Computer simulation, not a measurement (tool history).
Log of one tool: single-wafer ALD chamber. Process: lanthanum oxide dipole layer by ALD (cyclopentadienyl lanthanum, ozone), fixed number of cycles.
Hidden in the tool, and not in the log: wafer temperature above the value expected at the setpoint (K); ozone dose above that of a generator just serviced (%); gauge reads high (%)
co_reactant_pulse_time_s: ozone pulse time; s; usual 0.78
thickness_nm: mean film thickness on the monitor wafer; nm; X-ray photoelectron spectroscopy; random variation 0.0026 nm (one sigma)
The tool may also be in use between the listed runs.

run,hour,co_reactant_pulse_time_s,wafers since the last listed run,hours since the last thermocouple change,hours since the last ozone generator service,hours since the showerhead was replaced,hours since the gauge calibration,"read-back reference wafer on the same gauge, thickness_nm",thickness_nm
1,0,1.02,0,236.7,874.3,4394.1,430,0.448,0.455
2,99.4,1.02,1379,336.1,973.7,4493.5,529.4,0.448,0.464
3,178.5,1.02,1097,415.2,1052.8,4572.6,608.5,0.448,0.461
4,256,0.78,1075,492.7,1130.3,4650.1,686,0.448,0.426
5,339.7,0.78,1161,576.4,1214,4733.8,769.7,0.448,0.42
6,425,0.78,1183,661.7,1299.3,4819.1,855,0.449,0.421
# hour 436.5: showerhead replaced
# hour 445.6: ozone generator serviced
7,468.2,0.67,377,704.9,22.6,31.7,898.2,0.448,0.375
8,554.8,0.96,1201,791.5,109.2,118.3,984.8,0.447,0.423

Run 9 comes next. What will it give?
# hour 597.7: ozone generator serviced, repeated, since the last time left the tool worse
9,604.6,0.92,580,841.3,6.9,168.1,1034.6,?,?

Run 9 gave read-back reference wafer on the same gauge, thickness_nm 0.448, thickness_nm 0.465 nm.
Without the tool's hidden state the same run would have given thickness_nm 0.467 nm.
